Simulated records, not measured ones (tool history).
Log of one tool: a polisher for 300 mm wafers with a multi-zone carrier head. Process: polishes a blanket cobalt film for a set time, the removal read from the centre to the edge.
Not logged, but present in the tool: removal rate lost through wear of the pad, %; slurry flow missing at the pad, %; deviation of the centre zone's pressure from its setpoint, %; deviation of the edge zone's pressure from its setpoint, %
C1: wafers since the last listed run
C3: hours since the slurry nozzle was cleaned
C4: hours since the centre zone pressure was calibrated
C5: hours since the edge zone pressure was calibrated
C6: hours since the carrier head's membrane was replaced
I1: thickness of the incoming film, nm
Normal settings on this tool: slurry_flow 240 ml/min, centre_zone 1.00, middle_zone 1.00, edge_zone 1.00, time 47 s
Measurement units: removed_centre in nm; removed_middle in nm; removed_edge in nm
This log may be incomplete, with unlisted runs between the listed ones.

run 1 hour=0.0 | slurry_flow=240 centre_zone=1.00 middle_zone=1.00 edge_zone=1.00 time=57 | C1=0 wafers_polished_on_this_pad=1930 C3=91.6 C4=168.6 C5=478.0 C6=473.4 | I1=977.9 | removed_centre=215.4 removed_middle=216.1 removed_edge=228.9
run 2 hour=70.0 | slurry_flow=240 centre_zone=1.00 middle_zone=1.00 edge_zone=1.00 time=57 | C1=791 wafers_polished_on_this_pad=2721 C3=161.6 C4=238.6 C5=548.0 C6=543.4 | I1=982.0 | removed_centre=207.7 removed_middle=212.5 removed_edge=227.7
run 3 hour=129.7 | slurry_flow=240 centre_zone=1.00 middle_zone=1.00 edge_zone=1.00 time=47 | C1=674 wafers_polished_on_this_pad=3396 C3=221.3 C4=298.3 C5=607.7 C6=603.1 | I1=985.3 | removed_centre=170.7 removed_middle=177.6 removed_edge=186.6
run 4 hour=187.4 | slurry_flow=240 centre_zone=1.00 middle_zone=1.00 edge_zone=1.00 time=42 | C1=652 wafers_polished_on_this_pad=4048 C3=279.0 C4=356.0 C5=665.4 C6=660.8 | I1=996.3 | removed_centre=153.1 removed_middle=152.0 removed_edge=162.9
-- hour=263.8 worn pad replaced by a new one
run 5 hour=276.0 | slurry_flow=240 centre_zone=1.00 middle_zone=1.00 edge_zone=1.00 time=42 | C1=956 wafers_polished_on_this_pad=138 C3=367.6 C4=444.6 C5=754.0 C6=749.4 | I1=994.1 | removed_centre=147.6 removed_middle=152.0 removed_edge=159.0
-- hour=298.4 slurry nozzle cleaned, repeated, since the last time left the tool worse
-- hour=304.6 edge zone pressure recalibrated
run 6 hour=365.8 | slurry_flow=240 centre_zone=1.00 middle_zone=1.00 edge_zone=1.00 time=42 | C1=981 wafers_polished_on_this_pad=1119 C3=67.4 C4=534.4 C5=61.2 C6=839.2 | I1=981.2 | removed_centre=180.6 removed_middle=171.6 removed_edge=179.3
run 7 hour=440.3 | slurry_flow=240 centre_zone=1.00 middle_zone=1.00 edge_zone=1.00 time=47 | C1=841 wafers_polished_on_this_pad=1961 C3=141.9 C4=608.9 C5=135.7 C6=913.7 | I1=989.7 | removed_centre=193.2 removed_middle=192.8 removed_edge=197.8
-- hour=453.7 centre zone pressure recalibrated
run 8 hour=625.4 | slurry_flow=240 centre_zone=1.00 middle_zone=1.00 edge_zone=1.00 time=47 | C1=2069 wafers_polished_on_this_pad=4030 C3=327.0 C4=171.7 C5=320.8 C6=1098.8 | I1=979.6 | removed_centre=194.5 removed_middle=191.9 removed_edge=199.0
run 9 hour=709.8 | slurry_flow=240 centre_zone=0.93 middle_zone=1.04 edge_zone=1.05 time=47 | C1=953 wafers_polished_on_this_pad=4984 C3=411.4 C4=256.1 C5=405.2 C6=1183.2 | I1=979.8 | removed_centre=178.5 removed_middle=198.6 removed_edge=201.8
-- hour=751.9 worn pad replaced by a new one
run 10 hour=770.2 | slurry_flow=240 centre_zone=1.00 middle_zone=1.00 edge_zone=1.00 time=47 | C1=637 wafers_polished_on_this_pad=206 C3=471.8 C4=316.5 C5=465.6 C6=1243.6 | I1=996.0 | removed_centre=190.3 removed_middle=188.5 removed_edge=196.9
-- hour=814.9 carrier head's membrane replaced by a new one
run 11 hour=859.4 | slurry_flow=240 centre_zone=1.00 middle_zone=1.00 edge_zone=1.00 time=47 | C1=951 wafers_polished_on_this_pad=1158 C3=561.0 C4=405.7 C5=554.8 C6=44.5 | I1=986.2 | removed_centre=188.7 removed_middle=189.2 removed_edge=201.0
run 12 hour=960.9 | slurry_flow=305 centre_zone=0.93 middle_zone=1.00 edge_zone=1.00 time=47 | C1=1147 wafers_polished_on_this_pad=2305 C3=662.5 C4=507.2 C5=656.3 C6=146.0 | I1=1002.8 | removed_centre=183.6 removed_middle=200.1 removed_edge=196.4
-- hour=972.1 centre zone pressure recalibrated
run 13 hour=1012.6 | slurry_flow=310 centre_zone=1.00 middle_zone=1.00 edge_zone=1.00 time=47 | C1=561 wafers_polished_on_this_pad=2867 C3=714.2 C4=40.5 C5=708.0 C6=197.7 | I1=995.7 | removed_centre=198.2 removed_middle=203.1 removed_edge=198.4
run 14 hour=1058.6 | slurry_flow=240 centre_zone=1.00 middle_zone=1.00 edge_zone=1.00 time=47 | C1=519 wafers_polished_on_this_pad=3387 C3=760.2 C4=86.5 C5=754.0 C6=243.7 | I1=991.9 | removed_centre=190.6 removed_middle=187.6 removed_edge=199.6
run 15 hour=1127.6 | slurry_flow=240 centre_zone=0.90 middle_zone=1.00 edge_zone=0.91 time=47 | C1=779 wafers_polished_on_this_pad=4167 C3=829.2 C4=155.5 C5=823.0 C6=312.7 | I1=976.5 | removed_centre=170.4 removed_middle=191.9 removed_edge=188.9
-- hour=1136.2 edge zone pressure recalibrated
-- hour=1197.8 slurry nozzle cleaned
run 16 hour=1219.3 | slurry_flow=240 centre_zone=1.00 middle_zone=1.00 edge_zone=1.00 time=56 | C1=1002 wafers_polished_on_this_pad=5169 C3=21.5 C4=247.2 C5=83.1 C6=404.4 | I1=982.7 | removed_centre=234.5 removed_middle=229.1 removed_edge=239.6
-- hour=1226.1 worn pad replaced by a new one
run 17 hour=1276.1 | slurry_flow=240 centre_zone=0.94 middle_zone=0.94 edge_zone=1.00 time=47 | C1=596 wafers_polished_on_this_pad=565 C3=78.3 C4=304.0 C5=139.9 C6=461.2 | I1=975.7 | removed_centre=186.6 removed_middle=182.2 removed_edge=198.5
run 18 hour=1352.8 | slurry_flow=240 centre_zone=1.11 middle_zone=1.04 edge_zone=0.93 time=47 | C1=866 wafers_polished_on_this_pad=1432 C3=155.0 C4=380.7 C5=216.6 C6=537.9 | I1=991.0 | removed_centre=215.1 removed_middle=203.3 removed_edge=193.4
run 19 hour=1418.2 | slurry_flow=240 centre_zone=1.00 middle_zone=1.00 edge_zone=1.00 time=39 | C1=739 wafers_polished_on_this_pad=2171 C3=220.4 C4=446.1 C5=282.0 C6=603.3 | I1=993.4 | removed_centre=162.3 removed_middle=160.6 removed_edge=162.9
run 20 hour=1504.2 | slurry_flow=240 centre_zone=1.00 middle_zone=1.00 edge_zone=1.06 time=47 | C1=971 wafers_polished_on_this_pad=3143 C3=306.4 C4=532.1 C5=368.0 C6=689.3 | I1=975.1 | removed_centre=194.6 removed_middle=194.2 removed_edge=200.1
-- hour=1536.5 centre zone pressure recalibrated
run 21 hour=1587.1 | slurry_flow=240 centre_zone=1.11 middle_zone=1.04 edge_zone=0.93 time=47 | C1=914 wafers_polished_on_this_pad=4057 C3=389.3 C4=50.6 C5=450.9 C6=772.2 | I1=1008.2 | removed_centre=217.5 removed_middle=196.9 removed_edge=193.5
run 22 hour=1638.3 | slurry_flow=170 centre_zone=1.00 middle_zone=1.08 edge_zone=1.00 time=42 | C1=578 wafers_polished_on_this_pad=4636 C3=440.5 C4=101.8 C5=502.1 C6=823.4 | I1=979.6 | removed_centre=158.8 removed_middle=169.0 removed_edge=168.3
run 23 hour=1689.4 | slurry_flow=240 centre_zone=0.91 middle_zone=1.05 edge_zone=1.00 time=47 | C1=577 wafers_polished_on_this_pad=5213 C3=491.6 C4=152.9 C5=553.2 C6=874.5 | I1=991.0 | removed_centre=171.7 removed_middle=200.4 removed_edge=196.6

Consider 3 possible next runs. They are alternatives, not a sequence: every one starts from the tool as it was left by run 23. What does each give?
run A hour=1689.8 | slurry_flow=240 centre_zone=1.00 middle_zone=0.93 edge_zone=1.00 time=47 | C1=4 wafers_polished_on_this_pad=5218 C3=492.0 C4=153.3 C5=553.6 C6=874.9 | I1=1005.0 | removed_centre=? removed_middle=? removed_edge=?
run B hour=1689.8 | slurry_flow=240 centre_zone=1.00 middle_zone=1.08 edge_zone=0.95 time=47 | C1=4 wafers_polished_on_this_pad=5218 C3=492.0 C4=153.3 C5=553.6 C6=874.9 | I1=1005.0 | removed_centre=? removed_middle=? removed_edge=?
run C hour=1689.8 | slurry_flow=240 centre_zone=1.00 middle_zone=1.00 edge_zone=1.00 time=40 | C1=4 wafers_polished_on_this_pad=5218 C3=492.0 C4=153.3 C5=553.6 C6=874.9 | I1=1005.0 | removed_centre=? removed_middle=? removed_edge=?

run=A removed_centre=191.6 removed_middle=178.0 removed_edge=197.4
run=B removed_centre=191.8 removed_middle=202.0 removed_edge=193.1
run=C removed_centre=163.1 removed_middle=161.0 removed_edge=167.8
Stripped of hidden state, with their random variation kept, the same runs would have yielded:
run=A removed_centre=198.0 removed_middle=183.4 removed_edge=201.8
run=B removed_centre=198.2 removed_middle=208.1 removed_edge=197.4
run=C removed_centre=168.6 removed_middle=165.9 removed_edge=171.6
